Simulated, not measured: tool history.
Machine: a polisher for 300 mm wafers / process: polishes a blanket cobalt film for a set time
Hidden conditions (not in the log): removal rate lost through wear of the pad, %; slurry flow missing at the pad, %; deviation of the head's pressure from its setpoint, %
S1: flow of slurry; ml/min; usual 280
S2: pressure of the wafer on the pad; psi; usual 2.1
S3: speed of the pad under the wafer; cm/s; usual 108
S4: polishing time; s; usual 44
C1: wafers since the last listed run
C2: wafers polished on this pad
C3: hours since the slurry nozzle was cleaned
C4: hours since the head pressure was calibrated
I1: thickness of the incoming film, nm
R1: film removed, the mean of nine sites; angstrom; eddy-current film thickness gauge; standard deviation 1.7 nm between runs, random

| run | hour | S1 | S2 | S3 | S4 | C1 | C2 | C3 | C4 | I1 | R1 |
|---|---|---|---|---|---|---|---|---|---|---|---|
| 1 | 0.0 | 280 | 2.1 | 108 | 44 | 0 | 1195 | 314.0 | 339.7 | 849.9 | 2462 |
| 2 | 25.5 | 280 | 2.1 | 108 | 44 | 352 | 1548 | 339.5 | 365.2 | 860.3 | 2469 |
|  | 78.8 | slurry nozzle cleaned |
| 3 | 84.6 | 280 | 2.1 | 108 | 44 | 803 | 2352 | 5.8 | 424.3 | 862.2 | 2514 |
|  | 136.1 | worn pad replaced by a new one |
| 4 | 186.3 | 280 | 2.1 | 108 | 44 | 1351 | 694 | 107.5 | 526.0 | 861.9 | 2494 |
| 5 | 236.3 | 280 | 2.1 | 108 | 44 | 691 | 1386 | 157.5 | 576.0 | 850.9 | 2474 |
| 6 | 290.0 | 280 | 2.1 | 80 | 44 | 742 | 2129 | 211.2 | 629.7 | 855.2 | 1803 |
| 7 | 328.5 | 280 | 2.1 | 108 | 44 | 532 | 2661 | 249.7 | 668.2 | 860.7 | 2469 |
|  | 377.9 | worn pad replaced by a new one |
|  | 395.4 | slurry nozzle cleaned |
| 8 | 396.0 | 280 | 2.1 | 108 | 44 | 864 | 236 | 0.6 | 735.7 | 867.3 | 2494 |
| 9 | 440.1 | 360 | 2.1 | 108 | 44 | 609 | 846 | 44.7 | 779.8 | 848.1 | 2522 |
| 10 | 488.3 | 280 | 2.1 | 108 | 44 | 666 | 1513 | 92.9 | 828.0 | 848.7 | 2475 |
| 11 | 527.8 | 280 | 2.1 | 108 | 44 | 546 | 2059 | 132.4 | 867.5 | 836.7 | 2448 |
| 12 | 598.6 | 315 | 1.5 | 108 | 32 | 979 | 3038 | 203.2 | 938.3 | 852.6 | 1327 |
|  | 608.4 | worn pad replaced by a new one |
| 13 | 659.8 | 215 | 2.1 | 108 | 44 | 791 | 711 | 264.4 | 999.5 | 857.3 | 2390 |
| 14 | 697.9 | 185 | 1.5 | 130 | 57 | 526 | 1238 | 302.5 | 1037.6 | 845.4 | 2666 |
|  | 723.9 | slurry nozzle cleaned |
| 15 | 727.3 | 280 | 2.1 | 108 | 44 | 392 | 1631 | 3.4 | 1067.0 | 847.7 | 2457 |
|  | 751.5 | head pressure recalibrated |
| 16 | 785.1 | 280 | 2.1 | 82 | 44 | 771 | 2403 | 61.2 | 33.6 | 844.7 | 1891 |
| 17 | 827.7 | 280 | 2.1 | 138 | 38 | 589 | 2992 | 103.8 | 76.2 | 856.7 | 2765 |
|  | 846.7 | worn pad replaced by a new one |
| 18 | 882.1 | 280 | 2.5 | 108 | 30 | 697 | 489 | 158.2 | 130.6 | 850.5 | 1997 |
| 19 | 930.4 | 280 | 1.6 | 126 | 44 | 668 | 1157 | 206.5 | 178.9 | 848.6 | 2210 |
| 20 | 957.7 | 280 | 2.1 | 84 | 44 | 377 | 1535 | 233.8 | 206.2 | 860.6 | 1906 |
| 21 | 1013.2 | 360 | 2.1 | 108 | 44 | 767 | 2302 | 289.3 | 261.7 | 848.3 | 2490 |
|  | 1046.5 | worn pad replaced by a new one |
| 22 | 1047.0 | 245 | 1.9 | 124 | 44 | 412 | 7 | 323.1 | 295.5 | 851.5 | 2527 |
| 23 | 1093.4 | 280 | 2.1 | 108 | 44 | 641 | 649 | 369.5 | 341.9 | 863.4 | 2463 |

What the log doesn't show, run by run:
removal rate lost through wear of the pad, %: 0 in every run
slurry flow missing at the pad, %: 0 in every run
deviation of the head's pressure from its setpoint, %: 0 in every run

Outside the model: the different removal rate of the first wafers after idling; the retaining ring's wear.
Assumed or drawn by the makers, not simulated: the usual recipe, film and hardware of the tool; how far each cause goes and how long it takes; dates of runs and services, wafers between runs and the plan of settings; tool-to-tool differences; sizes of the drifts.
